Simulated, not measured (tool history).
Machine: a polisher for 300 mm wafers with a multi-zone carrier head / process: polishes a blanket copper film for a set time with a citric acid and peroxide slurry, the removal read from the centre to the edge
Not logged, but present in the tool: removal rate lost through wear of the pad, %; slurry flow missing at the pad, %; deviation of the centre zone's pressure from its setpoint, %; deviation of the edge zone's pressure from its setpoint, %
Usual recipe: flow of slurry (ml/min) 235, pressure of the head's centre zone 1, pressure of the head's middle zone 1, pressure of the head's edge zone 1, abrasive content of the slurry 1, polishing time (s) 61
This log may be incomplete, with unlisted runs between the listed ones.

| run | hour | flow of slurry (ml/min) | pressure of the head's centre zone | pressure of the head's middle zone | pressure of the head's edge zone | abrasive content of the slurry | polishing time (s) | wafers since the last listed run | wafers polished on this pad | hours since the slurry nozzle was cleaned | hours since the centre zone pressure was calibrated | hours since the edge zone pressure was calibrated | hours since the carrier head's membrane was replaced | incoming thickness of the incoming film, nm | film removed at the wafer's centre (nm) | film removed at mid-radius (nm) | film removed at the wafer's edge (nm) |
|---|---|---|---|---|---|---|---|---|---|---|---|---|---|---|---|---|---|
| 1 | 0 | 235 | 1 | 0.94 | 1 | 1 | 61 | 0 | 436 | 109.7 | 595.1 | 796.9 | 1395 | 680 | 125.8 | 116.1 | 128.5 |
| 2 | 9 | 235 | 1 | 0.94 | 1 | 1 | 61 | 92 | 529 | 118.7 | 604.1 | 805.9 | 1404 | 679.8 | 125.1 | 117 | 128.5 |
| 3 | 23 | 235 | 1 | 0.94 | 1 | 1 | 61 | 144 | 674 | 132.7 | 618.1 | 819.9 | 1418 | 681.7 | 120.6 | 117.1 | 126.2 |
| 4 | 37.8 | 235 | 1 | 1 | 1 | 1 | 61 | 152 | 827 | 147.5 | 632.9 | 834.7 | 1432.8 | 685.1 | 121.5 | 120.3 | 124.8 |
| 5 | 49 | 235 | 1 | 1 | 1 | 1 | 61 | 115 | 943 | 158.7 | 644.1 | 845.9 | 1444 | 675.4 | 123.2 | 121.6 | 124.6 |
|  | 56.1 | worn pad replaced by a new one |
| 6 | 59.9 | 235 | 1 | 1 | 1.08 | 1 | 61 | 71 | 39 | 169.6 | 655 | 856.8 | 1454.9 | 681.1 | 120.8 | 120.7 | 128 |
| 7 | 68.1 | 235 | 1 | 1 | 1.08 | 1 | 61 | 84 | 124 | 177.8 | 663.2 | 865 | 1463.1 | 683.4 | 121.9 | 118.6 | 130.1 |
| 8 | 78.3 | 235 | 1 | 1 | 1.08 | 1 | 61 | 105 | 229 | 188 | 673.4 | 875.2 | 1473.3 | 673.8 | 120.7 | 120.3 | 127.6 |
| 9 | 94.5 | 235 | 1 | 1 | 1 | 1 | 53 | 167 | 396 | 204.2 | 689.6 | 891.4 | 1489.5 | 682.9 | 103.8 | 103 | 108.4 |
|  | 112.2 | centre zone pressure recalibrated |
| 10 | 112.7 | 235 | 1 | 1 | 1 | 1 | 53 | 167 | 564 | 222.4 | 0.5 | 909.6 | 1507.7 | 682 | 102.2 | 102 | 108.5 |
|  | 126.4 | carrier head's membrane replaced by a new one |
| 11 | 130 | 235 | 1.1 | 1 | 1.05 | 1 | 61 | 127 | 691 | 239.7 | 17.8 | 926.9 | 3.6 | 675.3 | 126.1 | 116.1 | 121.8 |
|  | 142.5 | worn pad replaced by a new one |
| 12 | 150.9 | 235 | 1 | 0.96 | 1 | 1.25 | 61 | 174 | 87 | 260.6 | 38.7 | 947.8 | 24.5 | 676.3 | 116.8 | 114.8 | 125.7 |
|  | 155.5 | slurry nozzle cleaned |
|  | 155.7 | edge zone pressure recalibrated |
| 13 | 165.3 | 235 | 1.11 | 0.89 | 1 | 1 | 61 | 136 | 223 | 9.8 | 53.1 | 9.6 | 38.9 | 677.1 | 145.5 | 116 | 132.3 |
| 14 | 178.5 | 235 | 1 | 0.94 | 1 | 1 | 61 | 136 | 359 | 23 | 66.3 | 22.8 | 52.1 | 674.9 | 129.5 | 121.3 | 132.3 |
| 15 | 225.5 | 235 | 1.09 | 1 | 1.06 | 1 | 68 | 485 | 845 | 70 | 113.3 | 69.8 | 99.1 | 673.7 | 153.9 | 140.3 | 147.7 |
|  | 231.5 | worn pad replaced by a new one |
| 16 | 235.7 | 235 | 0.94 | 1 | 1 | 1 | 61 | 64 | 43 | 80.2 | 123.5 | 80 | 109.3 | 679.8 | 121 | 125.9 | 129.2 |
| 17 | 251.7 | 235 | 1 | 0.9 | 1.07 | 1 | 61 | 165 | 208 | 96.2 | 139.5 | 96 | 125.3 | 676.6 | 124.2 | 114.7 | 134.9 |
| 18 | 275.2 | 235 | 1.07 | 1 | 1.06 | 1 | 61 | 242 | 451 | 119.7 | 163 | 119.5 | 148.8 | 677.8 | 131.2 | 126.5 | 130.4 |
| 19 | 288.8 | 235 | 1 | 1 | 1 | 1 | 61 | 140 | 591 | 133.3 | 176.6 | 133.1 | 162.4 | 680 | 123 | 122.9 | 126.3 |
| 20 | 305.4 | 235 | 1 | 1 | 1 | 0.85 | 61 | 171 | 763 | 149.9 | 193.2 | 149.7 | 179 | 678.8 | 120.1 | 119.3 | 124.3 |
|  | 323.1 | worn pad replaced by a new one |
| 21 | 323.6 | 235 | 1 | 0.94 | 1 | 1 | 61 | 146 | 4 | 168.1 | 211.4 | 167.9 | 197.2 | 673.1 | 122.9 | 115.3 | 126.4 |

Each row is a separate what-if for the run after 21, all from the same tool condition, not one after another. Results?
| A | 324 | 235 | 1 | 1 | 1.09 | 1 | 61 | 4 | 9 | 168.5 | 211.8 | 168.3 | 197.6 | 686.6 | ? | ? | ? |
| B | 324 | 165 | 0.94 | 1 | 1 | 1 | 61 | 4 | 9 | 168.5 | 211.8 | 168.3 | 197.6 | 686.6 | ? | ? | ? |
| C | 324 | 235 | 1.07 | 1.06 | 1 | 1.3 | 76 | 4 | 9 | 168.5 | 211.8 | 168.3 | 197.6 | 686.6 | ? | ? | ? |
| D | 324 | 235 | 1 | 1 | 1.1 | 1 | 61 | 4 | 9 | 168.5 | 211.8 | 168.3 | 197.6 | 686.6 | ? | ? | ? |

| run | film removed at the wafer's centre (nm) | film removed at mid-radius (nm) | film removed at the wafer's edge (nm) |
|---|---|---|---|
| A | 121.7 | 121.5 | 132.1 |
| B | 104 | 111.5 | 119.9 |
| C | 169.9 | 167.1 | 166.7 |
| D | 121.7 | 121.5 | 132.7 |
The same runs, with their run-to-run variation unchanged, on a tool lacking any hidden condition would have given:
| run | film removed at the wafer's centre (nm) | film removed at mid-radius (nm) | film removed at the wafer's edge (nm) |
|---|---|---|---|
| A | 129.8 | 128.8 | 137.9 |
| B | 114.4 | 121.3 | 127.2 |
| C | 181.2 | 177 | 173.9 |
| D | 129.8 | 128.8 | 138.4 |
